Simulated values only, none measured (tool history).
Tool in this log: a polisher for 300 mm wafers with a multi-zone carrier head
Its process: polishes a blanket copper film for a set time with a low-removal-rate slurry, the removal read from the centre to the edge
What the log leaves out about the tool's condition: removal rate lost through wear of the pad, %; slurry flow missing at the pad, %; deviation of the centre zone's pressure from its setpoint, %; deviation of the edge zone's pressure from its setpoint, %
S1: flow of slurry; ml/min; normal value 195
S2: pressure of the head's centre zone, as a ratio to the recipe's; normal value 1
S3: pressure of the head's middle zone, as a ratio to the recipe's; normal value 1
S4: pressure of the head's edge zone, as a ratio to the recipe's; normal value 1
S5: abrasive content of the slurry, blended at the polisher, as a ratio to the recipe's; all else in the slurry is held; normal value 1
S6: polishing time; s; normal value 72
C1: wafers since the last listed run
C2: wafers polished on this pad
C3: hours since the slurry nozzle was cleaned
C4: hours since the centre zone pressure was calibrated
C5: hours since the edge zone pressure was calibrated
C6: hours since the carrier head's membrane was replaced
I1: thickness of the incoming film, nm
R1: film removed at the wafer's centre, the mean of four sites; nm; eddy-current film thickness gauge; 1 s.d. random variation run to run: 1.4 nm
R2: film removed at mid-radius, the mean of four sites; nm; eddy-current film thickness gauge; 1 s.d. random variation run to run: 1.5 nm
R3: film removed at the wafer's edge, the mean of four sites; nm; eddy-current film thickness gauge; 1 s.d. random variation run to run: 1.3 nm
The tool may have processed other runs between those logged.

{"run": 1, "hour": 0.0, "S1": 195, "S2": 0.92, "S3": 0.91, "S4": 1, "S5": 0.7, "S6": 72, "C1": 0, "C2": 451, "C3": 563.9, "C4": 1382.5, "C5": 795.8, "C6": 522.6, "I1": 1062.9, "R1": 134.1, "R2": 158.1, "R3": 170.1}
{"run": 2, "hour": 9.0, "S1": 195, "S2": 1, "S3": 1, "S4": 1, "S5": 1, "S6": 72, "C1": 77, "C2": 528, "C3": 572.9, "C4": 1391.5, "C5": 804.8, "C6": 531.6, "I1": 1068.1, "R1": 167, "R2": 189.7, "R3": 189.8}
{"hour": 23.9, "done": "edge zone pressure recalibrated"}
{"run": 3, "hour": 24.4, "S1": 195, "S2": 0.91, "S3": 1, "S4": 1, "S5": 1, "S6": 72, "C1": 115, "C2": 644, "C3": 588.3, "C4": 1406.9, "C5": 0.5, "C6": 547, "I1": 1053, "R1": 151.4, "R2": 194.5, "R3": 191.2}
{"hour": 32.7, "done": "carrier head's membrane replaced by a new one"}
{"run": 4, "hour": 44.9, "S1": 195, "S2": 0.95, "S3": 0.95, "S4": 1, "S5": 1, "S6": 72, "C1": 133, "C2": 778, "C3": 608.8, "C4": 1427.4, "C5": 21, "C6": 12.2, "I1": 1076.9, "R1": 158.7, "R2": 186.4, "R3": 189.4}
{"run": 5, "hour": 59.3, "S1": 195, "S2": 1, "S3": 1, "S4": 1, "S5": 0.8, "S6": 58, "C1": 124, "C2": 902, "C3": 623.2, "C4": 1441.8, "C5": 35.4, "C6": 26.6, "I1": 1089, "R1": 121.8, "R2": 140.4, "R3": 142.1}
{"hour": 81.6, "done": "worn pad replaced by a new one"}
{"run": 6, "hour": 96.9, "S1": 195, "S2": 1, "S3": 1, "S4": 1, "S5": 1, "S6": 72, "C1": 289, "C2": 131, "C3": 660.8, "C4": 1479.4, "C5": 73, "C6": 64.2, "I1": 1066.2, "R1": 164.5, "R2": 191.2, "R3": 189.8}
{"run": 7, "hour": 106.1, "S1": 195, "S2": 1, "S3": 1, "S4": 1, "S5": 1, "S6": 72, "C1": 79, "C2": 211, "C3": 670, "C4": 1488.6, "C5": 82.2, "C6": 73.4, "I1": 1093.9, "R1": 162.8, "R2": 188.6, "R3": 190.8}
{"hour": 111.9, "done": "slurry nozzle cleaned"}
{"run": 8, "hour": 120.7, "S1": 195, "S2": 1, "S3": 1, "S4": 1, "S5": 1, "S6": 72, "C1": 117, "C2": 328, "C3": 8.8, "C4": 1503.2, "C5": 96.8, "C6": 88, "I1": 1083.7, "R1": 174.5, "R2": 200.8, "R3": 199}
{"hour": 129.9, "done": "centre zone pressure recalibrated"}
{"run": 9, "hour": 135.8, "S1": 195, "S2": 1.08, "S3": 1, "S4": 1.09, "S5": 1, "S6": 49, "C1": 112, "C2": 441, "C3": 23.9, "C4": 5.9, "C5": 111.9, "C6": 103.1, "I1": 1055.8, "R1": 144.7, "R2": 134.7, "R3": 140.4}
{"run": 10, "hour": 142.0, "S1": 195, "S2": 1, "S3": 1, "S4": 1, "S5": 1, "S6": 72, "C1": 53, "C2": 494, "C3": 30.1, "C4": 12.1, "C5": 118.1, "C6": 109.3, "I1": 1062.6, "R1": 194.7, "R2": 198.1, "R3": 196.2}
{"run": 11, "hour": 155.2, "S1": 195, "S2": 1, "S3": 1, "S4": 1, "S5": 1, "S6": 72, "C1": 113, "C2": 608, "C3": 43.3, "C4": 25.3, "C5": 131.3, "C6": 122.5, "I1": 1066.4, "R1": 192.8, "R2": 198.8, "R3": 196.4}
{"run": 12, "hour": 170.7, "S1": 195, "S2": 1, "S3": 1, "S4": 1, "S5": 1, "S6": 90, "C1": 133, "C2": 742, "C3": 58.8, "C4": 40.8, "C5": 146.8, "C6": 138, "I1": 1076.2, "R1": 244, "R2": 249.3, "R3": 246.2}
{"hour": 185.5, "done": "worn pad replaced by a new one"}
{"run": 13, "hour": 186.0, "S1": 195, "S2": 1, "S3": 1, "S4": 1, "S5": 1, "S6": 72, "C1": 97, "C2": 4, "C3": 74.1, "C4": 56.1, "C5": 162.1, "C6": 153.3, "I1": 1055.7, "R1": 193, "R2": 199.9, "R3": 196.4}
{"run": 14, "hour": 190.9, "S1": 260, "S2": 0.91, "S3": 1, "S4": 1, "S5": 0.75, "S6": 54, "C1": 42, "C2": 46, "C3": 79, "C4": 61, "C5": 167, "C6": 158.2, "I1": 1056.3, "R1": 123.9, "R2": 141.3, "R3": 137.3}
{"run": 15, "hour": 215.6, "S1": 195, "S2": 0.96, "S3": 1, "S4": 1, "S5": 1, "S6": 72, "C1": 213, "C2": 259, "C3": 103.7, "C4": 85.7, "C5": 191.7, "C6": 182.9, "I1": 1070, "R1": 184.3, "R2": 198.6, "R3": 197}

Run 16 has not been measured yet. What should we expect?
{"run": 16, "hour": 222.8, "S1": 195, "S2": 1, "S3": 1, "S4": 1, "S5": 1, "S6": 72, "C1": 62, "C2": 321, "C3": 110.9, "C4": 92.9, "C5": 198.9, "C6": 190.1, "I1": 1058.2, "R1": "?", "R2": "?", "R3": "?"}

Run 16 came out at R1 189.3 nm, R2 196.8 nm, R3 195.5 nm.
Without the tool's hidden state the same run would have given R1 195.6 nm, R2 197.8 nm, R3 196.3 nm.
